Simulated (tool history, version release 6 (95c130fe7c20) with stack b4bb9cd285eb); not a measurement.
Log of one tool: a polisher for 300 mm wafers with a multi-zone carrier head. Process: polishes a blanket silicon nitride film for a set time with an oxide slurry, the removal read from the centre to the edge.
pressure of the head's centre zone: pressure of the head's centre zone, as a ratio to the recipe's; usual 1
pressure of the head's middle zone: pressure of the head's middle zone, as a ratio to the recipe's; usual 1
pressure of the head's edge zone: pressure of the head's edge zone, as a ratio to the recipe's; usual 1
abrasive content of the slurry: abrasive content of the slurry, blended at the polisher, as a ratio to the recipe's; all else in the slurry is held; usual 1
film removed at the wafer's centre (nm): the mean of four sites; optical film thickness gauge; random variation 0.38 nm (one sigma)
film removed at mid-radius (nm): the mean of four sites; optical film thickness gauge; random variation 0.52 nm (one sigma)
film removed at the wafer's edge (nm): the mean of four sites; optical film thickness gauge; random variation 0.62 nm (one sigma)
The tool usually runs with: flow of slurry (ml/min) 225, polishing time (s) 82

run	hour	flow of slurry (ml/min)	pressure of the head's centre zone	pressure of the head's middle zone	pressure of the head's edge zone	abrasive content of the slurry	polishing time (s)	wafers since the last listed run	wafers polished on this pad	hours since the slurry nozzle was cleaned	hours since the centre zone pressure was calibrated	hours since the edge zone pressure was calibrated	hours since the carrier head's membrane was replaced	incoming thickness of the incoming film, nm	film removed at the wafer's centre (nm)	film removed at mid-radius (nm)	film removed at the wafer's edge (nm)
1	0	225	1	1	1	1	82	0	658	237.6	643	341.4	1992	297.2	43.9	42.6	42.7
2	23.8	225	1	1	1	1	82	258	917	261.4	666.8	365.2	2015.8	299.1	44.3	43.6	42.6
3	59.5	225	1	1	1	1	82	387	1304	297.1	702.5	400.9	2051.5	298.3	43.8	42.9	42.2
# hour 112.2: worn pad replaced by a new one
4	113.4	225	1	1	1	0.9	92	541	13	351	756.4	454.8	2105.4	299.5	46.7	47.1	45.1
# hour 117.3: edge zone pressure recalibrated
5	149.4	225	1	1	1	1	82	369	382	387	792.4	32.1	2141.4	300.4	42.8	42.8	42.8
# hour 153.9: centre zone pressure recalibrated
6	183.1	225	1	1	1	1	82	344	726	420.7	29.2	65.8	2175.1	303.3	43.6	42.9	42.3
# hour 195.8: slurry nozzle cleaned
7	209.2	225	1	1	1.04	1	82	272	999	13.4	55.3	91.9	2201.2	299.6	45	44.1	44.4
8	240.3	225	1	1	1.04	1	82	337	1336	44.5	86.4	123	2232.3	296.7	44.6	45.5	43.4
# hour 256.4: carrier head's membrane replaced by a new one
# hour 258.9: worn pad replaced by a new one
9	275.8	295	1	1	1.1	1	82	303	183	80	121.9	158.5	19.4	295.1	46.5	45.3	47.5
10	299.3	225	1	1	1	1	82	255	438	103.5	145.4	182	42.9	297	45.4	44.2	44.3
11	319.8	225	1	1	1	1	82	222	660	124	165.9	202.5	63.4	295.6	44.7	44.4	43.7
12	346.8	260	0.92	1	0.89	1	82	293	953	151	192.9	229.5	90.4	304.6	42.2	44.4	41.9
13	394.4	225	1	1	1	1.25	82	516	1470	198.6	240.5	277.1	138	298.7	48.5	46.7	47.6
# hour 399.5: worn pad replaced by a new one
14	412.4	250	1	1	1	1	107	151	139	216.6	258.5	295.1	156	295.4	59.7	57.4	57.3
15	424.6	175	1.03	1	0.93	1	104	132	271	228.8	270.7	307.3	168.2	296.3	55	53.9	52.6
16	449.5	225	1	1	1	1	82	270	542	253.7	295.6	332.2	193.1	300.7	44.1	43.5	43.8
17	473.7	255	1.09	1.1	1	1	63	262	804	277.9	319.8	356.4	217.3	299.3	37.1	36.9	33.1
18	566.7	225	1	1	1	1	82	1009	1814	370.9	412.8	449.4	310.3	299.6	43.6	43.2	42
# hour 572.3: worn pad replaced by a new one
19	579.1	225	1	1	1	1	100	91	73	383.3	425.2	461.8	322.7	303.9	52	52.7	52.3
20	601.1	225	0.89	0.94	1	1	82	238	312	405.3	447.2	483.8	344.7	296.6	38.8	40.5	43
# hour 604.9: slurry nozzle cleaned
21	626.4	225	1	1	1	1	82	263	576	21.5	472.5	509.1	370	300.6	44.9	45.1	44

Below, each run's measurement less what the same run would have read without the hidden state. Both values contain the same run-to-run variation, but the gauge's scatter may not be the same in both:
Hidden state at play: removal rate lost through wear of the pad, %; slurry flow missing at the pad, %; deviation of the centre zone's pressure from its setpoint, %; deviation of the edge zone's pressure from its setpoint, %.
run	film removed at the wafer's centre (nm)	film removed at mid-radius (nm)	film removed at the wafer's edge (nm)
1	-1.2	-1.1	-0.8
2	-1.3	-1.2	-0.9
3	-1.5	-1.4	-1
4	-2	-1.8	-1.3
5	-2.1	-1.9	-1.4
6	-2.3	-2.1	-1.5
7	-0.1	-0.1	+0
8	-0.3	-0.2	-0.2
9	-0.3	-0.3	-0.2
10	-0.5	-0.4	-0.3
11	-0.5	-0.5	-0.4
12	-0.6	-0.6	-0.4
13	-1	-0.9	-0.7
14	-1.3	-1.1	-0.8
15	-1.7	-1.5	-1.1
16	-1.2	-1.1	-0.8
17	-1.1	-0.9	-0.6
18	-2	-1.8	-1.3
19	-2.5	-2.2	-1.6
20	-2	-1.9	-1.4
21	-0.1	-0.1	-0.1

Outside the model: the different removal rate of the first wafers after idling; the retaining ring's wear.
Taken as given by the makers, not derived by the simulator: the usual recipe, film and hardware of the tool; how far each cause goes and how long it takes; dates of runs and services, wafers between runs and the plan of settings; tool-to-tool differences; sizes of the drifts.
